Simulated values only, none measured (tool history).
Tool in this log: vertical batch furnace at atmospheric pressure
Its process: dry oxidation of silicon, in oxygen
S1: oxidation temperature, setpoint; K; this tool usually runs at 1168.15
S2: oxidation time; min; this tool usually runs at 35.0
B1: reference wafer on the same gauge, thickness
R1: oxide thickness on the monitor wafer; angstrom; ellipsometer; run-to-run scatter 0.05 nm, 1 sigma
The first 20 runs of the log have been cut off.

run	hour	S1	S2	B1	R1
21	350.0	1168.15	35.0	34.10	335.6
22	366.5	1152.15	49.0	34.10	347.7
23	386.1	1168.15	35.0	34.11	334.7
24	393.2	1174.15	26.5	34.10	315.8
# hour 452.6: boat lift adjusted
# hour 472.4: thermocouples replaced and temperature profile calibrated
25	472.9	1182.15	19.0	34.10	297.4
26	477.8	1178.15	23.5	34.10	310.9
27	482.7	1168.15	35.0	34.09	335.6
28	502.8	1178.15	30.0	34.10	334.1
29	515.5	1168.15	27.5	34.10	311.0
30	531.4	1160.15	25.5	34.09	295.8
31	544.7	1168.15	35.0	34.10	335.6
32	563.9	1158.15	18.5	34.11	273.1
33	576.8	1147.15	51.5	34.10	344.2
34	593.3	1153.15	52.5	34.10	357.6
35	609.5	1168.15	35.0	34.09	335.2
36	621.8	1182.15	35.0	34.10	359.4
37	640.0	1168.15	28.5	34.10	314.6
38	653.1	1168.15	35.0	34.09	335.7
# hour 669.0: gauge calibrated
39	671.8	1153.15	17.5	34.11	266.4

Below are 4 alternative next runs, each starting from the tool's condition after run 39. Predict each:
A	676.8	1168.15	35.0	?	?
B	676.8	1143.15	17.5	?	?
C	676.8	1189.15	29.0	?	?
D	676.8	1181.15	22.5	?	?

run	B1	R1
A	34.10	334.7
B	34.10	259.1
C	34.10	347.9
D	34.10	309.8
Had the tool no hidden state, the same runs would have come out as:
run	R1
A	334.7
B	259.1
C	347.9
D	309.8
